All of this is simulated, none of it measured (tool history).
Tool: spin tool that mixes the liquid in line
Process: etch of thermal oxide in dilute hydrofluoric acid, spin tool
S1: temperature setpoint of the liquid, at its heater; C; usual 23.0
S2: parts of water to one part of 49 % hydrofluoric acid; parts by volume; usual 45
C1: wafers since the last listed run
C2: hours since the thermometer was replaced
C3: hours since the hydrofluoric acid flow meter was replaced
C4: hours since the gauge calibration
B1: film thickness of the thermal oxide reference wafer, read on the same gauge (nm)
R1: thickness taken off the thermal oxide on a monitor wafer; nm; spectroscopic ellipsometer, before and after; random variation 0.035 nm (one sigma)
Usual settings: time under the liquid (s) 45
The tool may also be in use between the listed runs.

Run 1, hour 0.0: usual settings but S1 24.5 C; C1 0; C2 1753.8; C3 686.8; C4 2627.6; B1 79.976. Result: R1 4.476 nm.
Run 2, hour 38.7: usual settings; C1 756; C2 1792.5; C3 725.5; C4 2666.3; B1 80.036. Result: R1 4.210 nm.
Run 3, hour 66.0: usual settings; C1 533; C2 1819.8; C3 752.8; C4 2693.6; B1 79.971. Result: R1 4.315 nm.
Run 4, hour 155.9: usual settings but time under the liquid (s) 55; C1 1757; C2 1909.7; C3 842.7; C4 2783.5; B1 80.023. Result: R1 5.187 nm.
Run 5, hour 184.6: usual settings but time under the liquid (s) 55; C1 561; C2 1938.4; C3 871.4; C4 2812.2; B1 79.997. Result: R1 5.249 nm.
Run 6, hour 246.8: usual settings; C1 1215; C2 2000.6; C3 933.6; C4 2874.4; B1 80.016. Result: R1 4.283 nm.
Run 7, hour 275.5: usual settings but S2 50 parts by volume, time under the liquid (s) 65; C1 561; C2 2029.3; C3 962.3; C4 2903.1; B1 80.014. Result: R1 5.587 nm.
Run 8, hour 324.0: usual settings but S2 50 parts by volume, time under the liquid (s) 65; C1 948; C2 2077.8; C3 1010.8; C4 2951.6; B1 80.004. Result: R1 5.518 nm.
Run 9, hour 353.0: usual settings but S2 50 parts by volume, time under the liquid (s) 65; C1 566; C2 2106.8; C3 1039.8; C4 2980.6; B1 80.008. Result: R1 5.529 nm.
Run 10, hour 392.0: usual settings; C1 762; C2 2145.8; C3 1078.8; C4 3019.6; B1 80.008. Result: R1 4.408 nm.
Run 11, hour 416.2: usual settings; C1 473; C2 2170.0; C3 1103.0; C4 3043.8; B1 80.056. Result: R1 4.319 nm.
At hour 476.3: gauge calibrated.
Run 12, hour 601.3: usual settings but S2 30 parts by volume; C1 3618; C2 2355.1; C3 1288.1; C4 125.0; B1 79.984. Result: R1 6.648 nm.
Run 13, hour 640.4: usual settings but S2 25 parts by volume; C1 764; C2 2394.2; C3 1327.2; C4 164.1; B1 80.024. Result: R1 8.036 nm.
Run 14, hour 678.0: usual settings but S1 25.5 C, S2 65 parts by volume; C1 735; C2 2431.8; C3 1364.8; C4 201.7; B1 80.014. Result: R1 3.325 nm.
At hour 688.4: thermometer replaced.
Run 15, hour 770.7: usual settings but S1 19.0 C, S2 55 parts by volume, time under the liquid (s) 25; C1 1792; C2 82.3; C3 1457.5; C4 294.4; B1 80.034. Result: R1 1.656 nm.
Run 16, hour 798.7: usual settings but S1 21.0 C, S2 30 parts by volume, time under the liquid (s) 30; C1 547; C2 110.3; C3 1485.5; C4 322.4; B1 80.019. Result: R1 4.173 nm.
Run 17, hour 851.3: usual settings but S2 30 parts by volume; C1 1028; C2 162.9; C3 1538.1; C4 375.0; B1 79.982. Result: R1 6.658 nm.
Run 18, hour 921.7: usual settings but S1 18.0 C; C1 1376; C2 233.3; C3 1608.5; C4 445.4; B1 80.053. Result: R1 3.590 nm.
At hour 965.5: hydrofluoric acid flow meter replaced.
Run 19, hour 967.5: usual settings but S1 24.5 C, S2 60 parts by volume, time under the liquid (s) 35; C1 875; C2 279.1; C3 2.0; C4 491.2; B1 79.996. Result: R1 2.847 nm.
Run 20, hour 1006.7: usual settings but S1 26.0 C, S2 35 parts by volume, time under the liquid (s) 60; C1 766; C2 318.3; C3 41.2; C4 530.4; B1 79.944. Result: R1 9.153 nm.
Run 21, hour 1054.4: usual settings but S1 27.0 C, S2 50 parts by volume, time under the liquid (s) 60; C1 932; C2 366.0; C3 88.9; C4 578.1; B1 79.988. Result: R1 6.574 nm.
Run 22, hour 1090.2: usual settings; C1 699; C2 401.8; C3 124.7; C4 613.9; B1 80.001. Result: R1 4.651 nm.
Run 23, hour 1142.9: usual settings; C1 1030; C2 454.5; C3 177.4; C4 666.6; B1 79.951. Result: R1 4.729 nm.
Run 24, hour 1205.5: usual settings but S1 24.5 C; C1 1223; C2 517.1; C3 240.0; C4 729.2; B1 80.046. Result: R1 4.995 nm.
Run 25, hour 1253.0: usual settings; C1 928; C2 564.6; C3 287.5; C4 776.7; B1 80.045. Result: R1 4.665 nm.
Run 26, hour 1313.3: usual settings; C1 1178; C2 624.9; C3 347.8; C4 837.0; B1 79.998. Result: R1 4.702 nm.
Run 27, hour 1385.0: usual settings; C1 1401; C2 696.6; C3 419.5; C4 908.7; B1 79.982. Result: R1 4.810 nm.
Run 28, hour 1434.3: usual settings; C1 963; C2 745.9; C3 468.8; C4 958.0; B1 80.012. Result: R1 4.653 nm.
At hour 1467.6: hydrofluoric acid flow meter replaced, repeated, since the last time left the tool worse.
Run 29, hour 1492.7: usual settings but time under the liquid (s) 25; C1 1122; C2 804.3; C3 25.1; C4 1016.4; B1 80.006. Result: R1 2.272 nm.
Run 30, hour 1532.3: usual settings but S2 60 parts by volume, time under the liquid (s) 20; C1 774; C2 843.9; C3 64.7; C4 1056.0; B1 80.045. Result: R1 1.346 nm.
Run 31, hour 1585.9: usual settings but S2 25 parts by volume; C1 1047; C2 897.5; C3 118.3; C4 1109.6; B1 80.009. Result: R1 7.654 nm.
Run 32, hour 1629.6: usual settings but S1 19.0 C, S2 35 parts by volume, time under the liquid (s) 40; C1 854; C2 941.2; C3 162.0; C4 1153.3; B1 80.021. Result: R1 4.107 nm.
Run 33, hour 1680.7: usual settings; C1 998; C2 992.3; C3 213.1; C4 1204.4; B1 80.000. Result: R1 4.174 nm.
Run 34, hour 1709.5: usual settings but S2 40 parts by volume, time under the liquid (s) 25; C1 563; C2 1021.1; C3 241.9; C4 1233.2; B1 79.955. Result: R1 2.637 nm.
Run 35, hour 1756.4: usual settings but S1 21.0 C; C1 916; C2 1068.0; C3 288.8; C4 1280.1; B1 79.982. Result: R1 3.891 nm.

Forecast each of these 3 alternatives for the next run:
Run A, hour 1756.8: usual settings but time under the liquid (s) 35; C1 7; C2 1068.4; C3 289.2; C4 1280.5; B1 ?. Result: R1 ?.
Run B, hour 1756.8: usual settings but S1 20.0 C, S2 55 parts by volume, time under the liquid (s) 65; C1 7; C2 1068.4; C3 289.2; C4 1280.5; B1 ?. Result: R1 ?.
Run C, hour 1756.8: usual settings but S1 20.5 C, S2 35 parts by volume, time under the liquid (s) 60; C1 7; C2 1068.4; C3 289.2; C4 1280.5; B1 ?. Result: R1 ?.

run      B1     R1
  A  80.018  3.262
  B  80.018  4.317
  C  80.018  6.551
Without the tool's hidden state the same runs would have given:
run     R1
  A  3.189
  B  4.219
  C  6.404
